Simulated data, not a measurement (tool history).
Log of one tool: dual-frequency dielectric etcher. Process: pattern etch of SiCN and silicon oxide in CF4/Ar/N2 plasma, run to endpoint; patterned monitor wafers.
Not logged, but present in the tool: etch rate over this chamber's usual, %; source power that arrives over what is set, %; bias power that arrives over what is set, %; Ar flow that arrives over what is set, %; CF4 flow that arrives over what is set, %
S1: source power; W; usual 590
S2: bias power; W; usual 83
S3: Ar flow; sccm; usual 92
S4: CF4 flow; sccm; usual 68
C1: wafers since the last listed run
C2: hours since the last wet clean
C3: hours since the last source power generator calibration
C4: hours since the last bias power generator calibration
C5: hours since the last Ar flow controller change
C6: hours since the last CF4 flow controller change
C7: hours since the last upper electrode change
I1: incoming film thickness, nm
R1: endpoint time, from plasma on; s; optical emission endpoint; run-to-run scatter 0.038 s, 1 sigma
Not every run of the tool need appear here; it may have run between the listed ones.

{"run": 1, "hour": 0.0, "S1": 590, "S2": 62, "S3": 92, "S4": 54, "C1": 0, "C2": 219.2, "C3": 3264.6, "C4": 162.9, "C5": 1666.1, "C6": 3095.7, "C7": 1969.6, "I1": 13.81, "R1": 11.1}
{"run": 2, "hour": 59.4, "S1": 690, "S2": 96, "S3": 80, "S4": 76, "C1": 798, "C2": 278.6, "C3": 3324.0, "C4": 222.3, "C5": 1725.5, "C6": 3155.1, "C7": 2029.0, "I1": 14.06, "R1": 7.7}
{"hour": 302.7, "done": "Ar flow controller replaced"}
{"hour": 329.5, "done": "source power generator calibrated"}
{"run": 3, "hour": 343.3, "S1": 670, "S2": 66, "S3": 92, "S4": 68, "C1": 3680, "C2": 562.5, "C3": 13.8, "C4": 506.2, "C5": 40.6, "C6": 3439.0, "C7": 2312.9, "I1": 13.88, "R1": 9.0}
{"run": 4, "hour": 400.5, "S1": 590, "S2": 64, "S3": 92, "S4": 53, "C1": 768, "C2": 619.7, "C3": 71.0, "C4": 563.4, "C5": 97.8, "C6": 3496.2, "C7": 2370.1, "I1": 13.92, "R1": 11.0}
{"run": 5, "hour": 451.3, "S1": 590, "S2": 83, "S3": 92, "S4": 68, "C1": 682, "C2": 670.5, "C3": 121.8, "C4": 614.2, "C5": 148.6, "C6": 3547.0, "C7": 2420.9, "I1": 13.81, "R1": 9.7}
{"hour": 490.1, "done": "wet clean of the chamber"}
{"run": 6, "hour": 509.4, "S1": 520, "S2": 83, "S3": 92, "S4": 52, "C1": 458, "C2": 19.3, "C3": 179.9, "C4": 672.3, "C5": 206.7, "C6": 3605.1, "C7": 2479.0, "I1": 13.86, "R1": 12.0}
{"run": 7, "hour": 812.0, "S1": 590, "S2": 83, "S3": 92, "S4": 55, "C1": 4066, "C2": 321.9, "C3": 482.5, "C4": 974.9, "C5": 509.3, "C6": 3907.7, "C7": 2781.6, "I1": 13.89, "R1": 10.2}
{"run": 8, "hour": 870.2, "S1": 590, "S2": 65, "S3": 92, "S4": 59, "C1": 782, "C2": 380.1, "C3": 540.7, "C4": 1033.1, "C5": 567.5, "C6": 3965.9, "C7": 2839.8, "I1": 14.05, "R1": 10.8}
{"run": 9, "hour": 1050.7, "S1": 590, "S2": 77, "S3": 113, "S4": 80, "C1": 2425, "C2": 560.6, "C3": 721.2, "C4": 1213.6, "C5": 748.0, "C6": 4146.4, "C7": 3020.3, "I1": 13.67, "R1": 9.8}
{"run": 10, "hour": 1094.3, "S1": 630, "S2": 63, "S3": 69, "S4": 73, "C1": 585, "C2": 604.2, "C3": 764.8, "C4": 1257.2, "C5": 791.6, "C6": 4190.0, "C7": 3063.9, "I1": 13.89, "R1": 9.2}
{"run": 11, "hour": 1132.7, "S1": 590, "S2": 83, "S3": 92, "S4": 51, "C1": 516, "C2": 642.6, "C3": 803.2, "C4": 1295.6, "C5": 830.0, "C6": 4228.4, "C7": 3102.3, "I1": 13.97, "R1": 10.4}
{"run": 12, "hour": 1170.4, "S1": 590, "S2": 64, "S3": 92, "S4": 84, "C1": 506, "C2": 680.3, "C3": 840.9, "C4": 1333.3, "C5": 867.7, "C6": 4266.1, "C7": 3140.0, "I1": 13.91, "R1": 10.1}
{"run": 13, "hour": 1270.6, "S1": 590, "S2": 83, "S3": 92, "S4": 68, "C1": 1346, "C2": 780.5, "C3": 941.1, "C4": 1433.5, "C5": 967.9, "C6": 4366.3, "C7": 3240.2, "I1": 13.99, "R1": 9.8}
{"hour": 1310.7, "done": "upper electrode replaced"}
{"hour": 1311.1, "done": "wet clean of the chamber"}
{"run": 14, "hour": 1338.9, "S1": 590, "S2": 76, "S3": 111, "S4": 68, "C1": 589, "C2": 27.8, "C3": 1009.4, "C4": 1501.8, "C5": 1036.2, "C6": 4434.6, "C7": 28.2, "I1": 13.89, "R1": 10.5}
{"hour": 1357.4, "done": "CF4 flow controller replaced"}
{"run": 15, "hour": 1445.9, "S1": 650, "S2": 68, "S3": 76, "S4": 68, "C1": 1357, "C2": 134.8, "C3": 1116.4, "C4": 1608.8, "C5": 1143.2, "C6": 88.5, "C7": 135.2, "I1": 13.86, "R1": 9.0}
{"run": 16, "hour": 1547.0, "S1": 590, "S2": 93, "S3": 106, "S4": 61, "C1": 1358, "C2": 235.9, "C3": 1217.5, "C4": 1709.9, "C5": 1244.3, "C6": 189.6, "C7": 236.3, "I1": 13.85, "R1": 10.0}
{"run": 17, "hour": 1595.5, "S1": 590, "S2": 70, "S3": 85, "S4": 75, "C1": 651, "C2": 284.4, "C3": 1266.0, "C4": 1758.4, "C5": 1292.8, "C6": 238.1, "C7": 284.8, "I1": 13.99, "R1": 10.1}
{"run": 18, "hour": 1634.1, "S1": 670, "S2": 65, "S3": 81, "S4": 51, "C1": 518, "C2": 323.0, "C3": 1304.6, "C4": 1797.0, "C5": 1331.4, "C6": 276.7, "C7": 323.4, "I1": 13.76, "R1": 9.3}
{"hour": 1688.8, "done": "bias power generator calibrated"}
{"run": 19, "hour": 1719.5, "S1": 660, "S2": 77, "S3": 106, "S4": 80, "C1": 1093, "C2": 408.4, "C3": 1390.0, "C4": 30.7, "C5": 1416.8, "C6": 362.1, "C7": 408.8, "I1": 13.82, "R1": 8.8}
{"run": 20, "hour": 1808.6, "S1": 510, "S2": 63, "S3": 92, "S4": 83, "C1": 1197, "C2": 497.5, "C3": 1479.1, "C4": 119.8, "C5": 1505.9, "C6": 451.2, "C7": 497.9, "I1": 13.88, "R1": 12.0}
{"run": 21, "hour": 1913.3, "S1": 590, "S2": 83, "S3": 92, "S4": 68, "C1": 1406, "C2": 602.2, "C3": 1583.8, "C4": 224.5, "C5": 1610.6, "C6": 555.9, "C7": 602.6, "I1": 13.86, "R1": 9.8}
{"run": 22, "hour": 1996.7, "S1": 590, "S2": 83, "S3": 79, "S4": 60, "C1": 1120, "C2": 685.6, "C3": 1667.2, "C4": 307.9, "C5": 1694.0, "C6": 639.3, "C7": 686.0, "I1": 13.98, "R1": 9.9}
{"run": 23, "hour": 2093.1, "S1": 590, "S2": 83, "S3": 92, "S4": 68, "C1": 1295, "C2": 782.0, "C3": 1763.6, "C4": 404.3, "C5": 1790.4, "C6": 735.7, "C7": 782.4, "I1": 13.99, "R1": 9.9}
{"hour": 2166.5, "done": "wet clean of the chamber"}
{"run": 24, "hour": 2190.3, "S1": 590, "S2": 83, "S3": 92, "S4": 68, "C1": 983, "C2": 23.8, "C3": 1860.8, "C4": 501.5, "C5": 1887.6, "C6": 832.9, "C7": 879.6, "I1": 13.77, "R1": 9.8}

Below are 4 alternative next runs, each starting from the tool's condition after run 24. Predict each:
{"run": "A", "hour": 2190.7, "S1": 590, "S2": 83, "S3": 92, "S4": 68, "C1": 5, "C2": 24.2, "C3": 1861.2, "C4": 501.9, "C5": 1888.0, "C6": 833.3, "C7": 880.0, "I1": 13.9, "R1": "?"}
{"run": "B", "hour": 2190.7, "S1": 630, "S2": 83, "S3": 70, "S4": 68, "C1": 5, "C2": 24.2, "C3": 1861.2, "C4": 501.9, "C5": 1888.0, "C6": 833.3, "C7": 880.0, "I1": 13.9, "R1": "?"}
{"run": "C", "hour": 2190.7, "S1": 520, "S2": 66, "S3": 108, "S4": 85, "C1": 5, "C2": 24.2, "C3": 1861.2, "C4": 501.9, "C5": 1888.0, "C6": 833.3, "C7": 880.0, "I1": 13.9, "R1": "?"}
{"run": "D", "hour": 2190.7, "S1": 500, "S2": 73, "S3": 75, "S4": 68, "C1": 5, "C2": 24.2, "C3": 1861.2, "C4": 501.9, "C5": 1888.0, "C6": 833.3, "C7": 880.0, "I1": 13.9, "R1": "?"}

run=A R1=9.9
run=B R1=8.8
run=C R1=11.9
run=D R1=12.0
The same runs, with their run-to-run variation unchanged, on a tool lacking any hidden condition would have given:
run=A R1=9.9
run=B R1=8.9
run=C R1=12.0
run=D R1=12.1
